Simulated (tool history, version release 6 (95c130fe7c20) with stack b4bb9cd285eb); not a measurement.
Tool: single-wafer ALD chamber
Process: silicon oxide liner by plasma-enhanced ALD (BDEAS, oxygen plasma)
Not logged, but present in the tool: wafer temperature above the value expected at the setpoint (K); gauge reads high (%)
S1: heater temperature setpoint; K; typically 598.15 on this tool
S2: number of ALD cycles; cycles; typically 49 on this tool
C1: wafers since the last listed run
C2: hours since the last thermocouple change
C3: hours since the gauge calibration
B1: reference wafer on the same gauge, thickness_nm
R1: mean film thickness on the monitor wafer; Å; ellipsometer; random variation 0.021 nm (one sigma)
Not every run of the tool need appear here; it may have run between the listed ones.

Run 1, hour 0: usual settings; C1 0; C2 705.5; C3 701.9; B1 4.403. Result: R1 46.9 Å.
At hour 85.2: gauge calibrated.
Run 2, hour 182.8: usual settings; C1 1334; C2 888.3; C3 97.6; B1 4.459. Result: R1 48.14 Å.
Run 3, hour 226: usual settings but S1 603.15 K; C1 315; C2 931.5; C3 140.8; B1 4.451. Result: R1 47.34 Å.
Run 4, hour 283: usual settings but S1 603.15 K; C1 416; C2 988.5; C3 197.8; B1 4.439. Result: R1 47.03 Å.
Run 5, hour 328.6: usual settings but S1 603.15 K; C1 332; C2 1034.1; C3 243.4; B1 4.44. Result: R1 47.27 Å.
Run 6, hour 380.8: usual settings but S1 605.15 K; C1 381; C2 1086.3; C3 295.6; B1 4.433. Result: R1 47.4 Å.
Run 7, hour 443.3: usual settings but S1 605.15 K; C1 456; C2 1148.8; C3 358.1; B1 4.422. Result: R1 46.87 Å.
Run 8, hour 501.9: usual settings but S1 605.15 K; C1 427; C2 1207.4; C3 416.7; B1 4.419. Result: R1 46.9 Å.
At hour 545.3: thermocouple changed; heater temperature recalibrated.
Run 9, hour 545.8: usual settings but S2 52 cycles; C1 262; C2 0.5; C3 460.6; B1 4.409. Result: R1 50.49 Å.
Run 10, hour 641.4: usual settings but S1 603.15 K; C1 698; C2 96.1; C3 556.2; B1 4.398. Result: R1 46.86 Å.
Run 11, hour 959.8: usual settings but S1 608.15 K, S2 57 cycles; C1 2324; C2 414.5; C3 874.6; B1 4.357. Result: R1 53.64 Å.
Run 12, hour 998.2: usual settings but S1 594.15 K, S2 57 cycles; C1 280; C2 452.9; C3 913; B1 4.355. Result: R1 54.73 Å.
At hour 1010.6: gauge calibrated.
Run 13, hour 1099.9: usual settings but S1 588.15 K, S2 59 cycles; C1 742; C2 554.6; C3 89.3; B1 4.46. Result: R1 58.78 Å.
Run 14, hour 1157.3: usual settings but S1 588.15 K, S2 55 cycles; C1 419; C2 612; C3 146.7; B1 4.454. Result: R1 54.37 Å.
Run 15, hour 1196.3: usual settings but S2 40 cycles; C1 284; C2 651; C3 185.7; B1 4.448. Result: R1 38.97 Å.
Run 16, hour 1279.2: usual settings but S1 589.15 K, S2 43 cycles; C1 605; C2 733.9; C3 268.6; B1 4.439. Result: R1 42.9 Å.
Run 17, hour 1586.9: usual settings but S2 45 cycles; C1 2246; C2 1041.6; C3 576.3; B1 4.397. Result: R1 43.32 Å.
Run 18, hour 1677.6: usual settings; C1 662; C2 1132.3; C3 667; B1 4.385. Result: R1 47.02 Å.

5 ways to go on from here, each from the tool as it stands after run 18. What would each give?
Run A, hour 1678.1: usual settings but S1 607.15 K; C1 3; C2 1132.8; C3 667.5; B1 ?. Result: R1 ?.
Run B, hour 1678.1: usual settings but S2 55 cycles; C1 3; C2 1132.8; C3 667.5; B1 ?. Result: R1 ?.
Run C, hour 1678.1: usual settings but S1 592.15 K, S2 52 cycles; C1 3; C2 1132.8; C3 667.5; B1 ?. Result: R1 ?.
Run D, hour 1678.1: usual settings but S1 584.15 K, S2 43 cycles; C1 3; C2 1132.8; C3 667.5; B1 ?. Result: R1 ?.
Run E, hour 1678.1: usual settings but S1 602.15 K, S2 46 cycles; C1 3; C2 1132.8; C3 667.5; B1 ?. Result: R1 ?.

run     B1     R1
  A  4.387  46.76
  B  4.387  53.26
  C  4.387  50.84
  D  4.387  42.58
  E  4.387  44.26
Take away the tool's hidden state, keep each run's random variation, and the runs would have read:
run     R1
  A  47.76
  B   54.4
  C  51.92
  D  43.48
  E   45.2

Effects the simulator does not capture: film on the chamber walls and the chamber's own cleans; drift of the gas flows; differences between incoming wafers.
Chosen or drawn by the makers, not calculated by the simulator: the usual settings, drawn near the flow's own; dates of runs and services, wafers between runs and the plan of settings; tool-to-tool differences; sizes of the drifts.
